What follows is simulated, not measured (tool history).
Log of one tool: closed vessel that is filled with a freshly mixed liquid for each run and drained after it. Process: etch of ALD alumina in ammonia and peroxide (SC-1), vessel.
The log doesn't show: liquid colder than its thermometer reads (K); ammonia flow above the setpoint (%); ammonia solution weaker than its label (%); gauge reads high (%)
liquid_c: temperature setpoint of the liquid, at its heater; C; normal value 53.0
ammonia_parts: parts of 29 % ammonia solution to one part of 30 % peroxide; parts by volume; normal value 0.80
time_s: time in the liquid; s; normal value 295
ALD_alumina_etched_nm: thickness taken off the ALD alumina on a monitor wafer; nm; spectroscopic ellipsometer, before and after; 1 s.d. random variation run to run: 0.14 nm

| run | day | liquid_c | ammonia_parts | time_s | wafers since the last listed run | hours since the thermometer was replaced | hours since the ammonia flow meter was replaced | hours since the drum of ammonia solution was connected | hours since the gauge calibration | read-back film thickness of the ALD alumina reference wafer, read on the same gauge (nm) | ALD_alumina_etched_nm |
|---|---|---|---|---|---|---|---|---|---|---|---|
| 1 | 0.000 | 60.5 | 0.80 | 295 | 0 | 1180.3 | 1716.2 | 307.4 | 71.7 | 120.04 | 25.86 |
| 2 | 0.454 | 53.0 | 0.80 | 295 | 1169 | 1191.2 | 1727.1 | 318.3 | 82.6 | 119.96 | 17.58 |
| 3 | 0.871 | 53.0 | 0.80 | 295 | 1073 | 1201.2 | 1737.1 | 328.3 | 92.6 | 120.02 | 17.48 |
| 4 | 1.512 | 53.0 | 0.80 | 295 | 1652 | 1216.6 | 1752.5 | 343.7 | 108.0 | 120.00 | 17.23 |
| 5 | 1.958 | 47.0 | 0.55 | 295 | 1148 | 1227.3 | 1763.2 | 354.4 | 118.7 | 120.00 | 11.99 |
| 6 | 2.704 | 47.0 | 0.55 | 295 | 1921 | 1245.2 | 1781.1 | 372.3 | 136.6 | 120.01 | 12.00 |
| 7 | 3.283 | 53.0 | 0.80 | 295 | 1491 | 1259.1 | 1795.0 | 386.2 | 150.5 | 120.00 | 17.33 |
| 8 | 3.796 | 53.0 | 0.80 | 295 | 1320 | 1271.4 | 1807.3 | 398.5 | 162.8 | 120.03 | 17.37 |
|  | 4.104 | thermometer replaced |
| 9 | 4.125 | 53.0 | 0.80 | 295 | 740 | 0.5 | 1815.2 | 406.4 | 170.7 | 120.01 | 19.71 |
| 10 | 4.654 | 53.0 | 0.80 | 295 | 1363 | 13.2 | 1827.9 | 419.1 | 183.4 | 120.01 | 19.65 |
| 11 | 5.100 | 53.0 | 0.80 | 295 | 1148 | 23.9 | 1838.6 | 429.8 | 194.1 | 120.01 | 19.78 |
| 12 | 5.700 | 53.0 | 0.80 | 295 | 1545 | 38.3 | 1853.0 | 444.2 | 208.5 | 120.01 | 19.85 |
| 13 | 6.175 | 53.0 | 0.80 | 155 | 1223 | 49.7 | 1864.4 | 455.6 | 219.9 | 119.98 | 10.44 |
| 14 | 6.433 | 60.5 | 0.90 | 465 | 665 | 55.9 | 1870.6 | 461.8 | 226.1 | 120.00 | 46.65 |
| 15 | 7.162 | 49.5 | 0.50 | 375 | 1878 | 73.4 | 1888.1 | 479.3 | 243.6 | 120.05 | 19.62 |
|  | 7.221 | ammonia flow meter replaced |
| 16 | 7.500 | 53.0 | 0.80 | 295 | 762 | 81.5 | 6.7 | 487.4 | 251.7 | 120.00 | 19.48 |
| 17 | 8.054 | 50.5 | 1.05 | 295 | 1427 | 94.8 | 20.0 | 500.7 | 265.0 | 120.00 | 17.68 |
| 18 | 8.454 | 53.0 | 0.80 | 295 | 1030 | 104.4 | 29.6 | 510.3 | 274.6 | 120.00 | 19.56 |
|  | 8.717 | gauge calibrated |
|  | 9.029 | new drum of ammonia solution connected |
| 19 | 9.188 | 59.0 | 0.80 | 415 | 1781 | 122.0 | 47.2 | 3.8 | 11.3 | 120.05 | 37.68 |
| 20 | 9.692 | 59.5 | 1.15 | 295 | 1298 | 134.1 | 59.3 | 15.9 | 23.4 | 119.97 | 28.37 |
| 21 | 10.179 | 46.5 | 0.80 | 405 | 1255 | 145.8 | 71.0 | 27.6 | 35.1 | 119.98 | 18.63 |
| 22 | 10.533 | 53.0 | 0.80 | 195 | 912 | 154.3 | 79.5 | 36.1 | 43.6 | 119.98 | 12.93 |
| 23 | 11.071 | 58.0 | 1.10 | 445 | 1384 | 167.2 | 92.4 | 49.0 | 56.5 | 120.00 | 39.31 |
| 24 | 11.375 | 61.0 | 0.80 | 210 | 783 | 174.5 | 99.7 | 56.3 | 63.8 | 120.01 | 21.07 |
| 25 | 11.742 | 59.0 | 0.80 | 405 | 944 | 183.3 | 108.5 | 65.1 | 72.6 | 120.02 | 36.37 |
| 26 | 12.338 | 60.0 | 0.80 | 130 | 1534 | 197.6 | 122.8 | 79.4 | 86.9 | 120.01 | 12.26 |
| 27 | 12.925 | 53.0 | 0.80 | 295 | 1513 | 211.7 | 136.9 | 93.5 | 101.0 | 119.95 | 19.41 |
| 28 | 13.504 | 53.0 | 0.80 | 295 | 1491 | 225.6 | 150.8 | 107.4 | 114.9 | 120.01 | 19.20 |
| 29 | 13.804 | 53.0 | 0.80 | 295 | 772 | 232.8 | 158.0 | 114.6 | 122.1 | 119.99 | 19.54 |
| 30 | 14.271 | 62.0 | 1.05 | 295 | 1202 | 244.0 | 169.2 | 125.8 | 133.3 | 119.99 | 31.79 |

Forecast each of these 3 alternatives for the next run:
| A | 14.300 | 53.0 | 0.80 | 400 | 75 | 244.7 | 169.9 | 126.5 | 134.0 | ? | ? |
| B | 14.300 | 56.5 | 0.80 | 295 | 75 | 244.7 | 169.9 | 126.5 | 134.0 | ? | ? |
| C | 14.300 | 61.5 | 1.15 | 390 | 75 | 244.7 | 169.9 | 126.5 | 134.0 | ? | ? |

| run | read-back film thickness of the ALD alumina reference wafer, read on the same gauge (nm) | ALD_alumina_etched_nm |
|---|---|---|
| A | 120.03 | 25.87 |
| B | 120.03 | 23.00 |
| C | 120.03 | 40.78 |
Stripped of hidden state, with their random variation kept, the same runs would have yielded:
| run | ALD_alumina_etched_nm |
|---|---|
| A | 26.63 |
| B | 23.66 |
| C | 41.91 |

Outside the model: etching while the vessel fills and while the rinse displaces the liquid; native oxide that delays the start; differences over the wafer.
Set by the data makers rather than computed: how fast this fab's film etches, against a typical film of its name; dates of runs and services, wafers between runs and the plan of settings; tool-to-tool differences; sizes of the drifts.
